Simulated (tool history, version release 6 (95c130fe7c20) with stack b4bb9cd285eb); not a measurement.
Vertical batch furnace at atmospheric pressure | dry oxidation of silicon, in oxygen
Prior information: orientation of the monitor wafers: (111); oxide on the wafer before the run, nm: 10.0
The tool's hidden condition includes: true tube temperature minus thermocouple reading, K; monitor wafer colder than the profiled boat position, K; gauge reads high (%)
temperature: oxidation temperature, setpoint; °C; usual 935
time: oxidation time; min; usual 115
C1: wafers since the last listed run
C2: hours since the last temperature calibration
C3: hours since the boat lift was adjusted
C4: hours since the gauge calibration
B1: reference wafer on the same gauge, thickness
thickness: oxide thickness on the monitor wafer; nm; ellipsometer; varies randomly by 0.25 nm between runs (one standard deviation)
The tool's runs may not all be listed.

Run 1, hour 0: usual settings; C1 0; C2 2157.7; C3 1398.3; C4 33.3; B1 60.41. Result: thickness 62.58 nm.
Run 2, hour 50.4: usual settings; C1 599; C2 2208.1; C3 1448.7; C4 83.7; B1 60.43. Result: thickness 62.76 nm.
Run 3, hour 109.1: usual settings; C1 698; C2 2266.8; C3 1507.4; C4 142.4; B1 60.48. Result: thickness 62.67 nm.
Run 4, hour 164.9: usual settings; C1 664; C2 2322.6; C3 1563.2; C4 198.2; B1 60.27. Result: thickness 63.35 nm.
Run 5, hour 203.9: usual settings but time 152.5 min; C1 464; C2 2361.6; C3 1602.2; C4 237.2; B1 60.34. Result: thickness 75.66 nm.
Run 6, hour 237.4: usual settings but time 152.5 min; C1 398; C2 2395.1; C3 1635.7; C4 270.7; B1 60.42. Result: thickness 75.71 nm.
Run 7, hour 290.3: usual settings but time 152.5 min; C1 629; C2 2448; C3 1688.6; C4 323.6; B1 60.44. Result: thickness 76.67 nm.
Run 8, hour 351.2: usual settings; C1 724; C2 2508.9; C3 1749.5; C4 384.5; B1 60.35. Result: thickness 62.96 nm.
Run 9, hour 378.8: usual settings; C1 328; C2 2536.5; C3 1777.1; C4 412.1; B1 60.38. Result: thickness 63.15 nm.
Run 10, hour 415.3: usual settings; C1 434; C2 2573; C3 1813.6; C4 448.6; B1 60.31. Result: thickness 63.48 nm.
Run 11, hour 471.5: usual settings; C1 668; C2 2629.2; C3 1869.8; C4 504.8; B1 60.52. Result: thickness 63.34 nm.
Run 12, hour 542.9: usual settings but time 158 min; C1 849; C2 2700.6; C3 1941.2; C4 576.2; B1 60.41. Result: thickness 78.11 nm.
Run 13, hour 612: usual settings; C1 822; C2 2769.7; C3 2010.3; C4 645.3; B1 60.36. Result: thickness 63.63 nm.
Run 14, hour 646.6: usual settings; C1 411; C2 2804.3; C3 2044.9; C4 679.9; B1 60.38. Result: thickness 63.81 nm.
Run 15, hour 700.1: usual settings; C1 636; C2 2857.8; C3 2098.4; C4 733.4; B1 60.43. Result: thickness 63.85 nm.
Run 16, hour 760: usual settings but temperature 946 °C, time 158 min; C1 712; C2 2917.7; C3 2158.3; C4 793.3; B1 60.3. Result: thickness 84.97 nm.
At hour 904.7: thermocouples replaced and temperature profile calibrated.
Run 17, hour 905.2: usual settings but temperature 946 °C, time 158 min; C1 1442; C2 0.5; C3 2303.5; C4 938.5; B1 60.51. Result: thickness 81.66 nm.
Run 18, hour 916.9: usual settings but temperature 946 °C, time 158 min; C1 139; C2 12.2; C3 2315.2; C4 950.2; B1 60.52. Result: thickness 81.63 nm.
Run 19, hour 951.2: usual settings but time 100.5 min; C1 408; C2 46.5; C3 2349.5; C4 984.5; B1 60.4. Result: thickness 56.52 nm.
Run 20, hour 994.5: usual settings but temperature 923 °C, time 97.5 min; C1 515; C2 89.8; C3 2392.8; C4 1027.8; B1 60.43. Result: thickness 50.03 nm.
Run 21, hour 1038.4: usual settings but temperature 941 °C, time 132.5 min; C1 522; C2 133.7; C3 2436.7; C4 1071.7; B1 60.44. Result: thickness 70.06 nm.
Run 22, hour 1080.4: usual settings but temperature 959 °C, time 83 min; C1 499; C2 175.7; C3 2478.7; C4 1113.7; B1 60.41. Result: thickness 60.05 nm.
Run 23, hour 1107.4: usual settings; C1 321; C2 202.7; C3 2505.7; C4 1140.7; B1 60.52. Result: thickness 61.45 nm.
Run 24, hour 1133.5: usual settings but temperature 952 °C; C1 310; C2 228.8; C3 2531.8; C4 1166.8; B1 60.43. Result: thickness 70.4 nm.
Run 25, hour 1166.5: usual settings but temperature 911 °C, time 100.5 min; C1 392; C2 261.8; C3 2564.8; C4 1199.8; B1 60.39. Result: thickness 46.07 nm.
Run 26, hour 1232.3: usual settings; C1 783; C2 327.6; C3 2630.6; C4 1265.6; B1 60.39. Result: thickness 61.45 nm.
At hour 1262: gauge calibrated.
Run 27, hour 1275.8: usual settings; C1 517; C2 371.1; C3 2674.1; C4 13.8; B1 60.4. Result: thickness 61.57 nm.
Run 28, hour 1300.7: usual settings but temperature 925 °C, time 146.5 min; C1 296; C2 396; C3 2699; C4 38.7; B1 60.39. Result: thickness 66.22 nm.
Run 29, hour 1324.9: usual settings but temperature 943 °C, time 59 min; C1 288; C2 420.2; C3 2723.2; C4 62.9; B1 60.39. Result: thickness 42.93 nm.
At hour 1380.7: boat lift adjusted.
Run 30, hour 1386.5: usual settings but temperature 959 °C, time 152 min; C1 447; C2 481.8; C3 5.8; C4 124.5; B1 60.33. Result: thickness 87.93 nm.
Run 31, hour 1441.6: usual settings but temperature 954 °C, time 162 min; C1 655; C2 536.9; C3 60.9; C4 179.6; B1 60.52. Result: thickness 88.11 nm.
Run 32, hour 1475.9: usual settings but time 95.5 min; C1 408; C2 571.2; C3 95.2; C4 213.9; B1 60.44. Result: thickness 54.73 nm.
Run 33, hour 1528.8: usual settings; C1 629; C2 624.1; C3 148.1; C4 266.8; B1 60.43. Result: thickness 61.8 nm.
Run 34, hour 1587.2: usual settings; C1 695; C2 682.5; C3 206.5; C4 325.2; B1 60.39. Result: thickness 61.72 nm.
Run 35, hour 1614: usual settings but temperature 927 °C; C1 318; C2 709.3; C3 233.3; C4 352; B1 60.39. Result: thickness 57.7 nm.
Run 36, hour 1678.8: usual settings; C1 771; C2 774.1; C3 298.1; C4 416.8; B1 60.32. Result: thickness 61.47 nm.
Run 37, hour 1716.7: usual settings; C1 451; C2 812; C3 336; C4 454.7; B1 60.47. Result: thickness 61.74 nm.
Run 38, hour 1769.2: usual settings but temperature 911 °C; C1 624; C2 864.5; C3 388.5; C4 507.2; B1 60.49. Result: thickness 50.46 nm.

5 options for the next run, each taken on its own from the tool as it stands now. Forecast them:
Run A, hour 1774: usual settings but temperature 915 °C; C1 57; C2 869.3; C3 393.3; C4 512; B1 ?. Result: thickness ?.
Run B, hour 1774: usual settings but temperature 927 °C, time 63 min; C1 57; C2 869.3; C3 393.3; C4 512; B1 ?. Result: thickness ?.
Run C, hour 1774: usual settings but temperature 954 °C; C1 57; C2 869.3; C3 393.3; C4 512; B1 ?. Result: thickness ?.
Run D, hour 1774: usual settings but temperature 943 °C, time 134 min; C1 57; C2 869.3; C3 393.3; C4 512; B1 ?. Result: thickness ?.
Run E, hour 1774: usual settings but temperature 954 °C, time 77 min; C1 57; C2 869.3; C3 393.3; C4 512; B1 ?. Result: thickness ?.

run     B1  thickness
  A  60.33      52.25
  B  60.33      39.74
  C  60.33      71.42
  D  60.33      72.52
  E  60.33       55.3
What these runs would have given with no unlogged condition in the tool:
run  thickness
  A      51.56
  B      39.29
  C      70.65
  D      71.73
  E       54.7
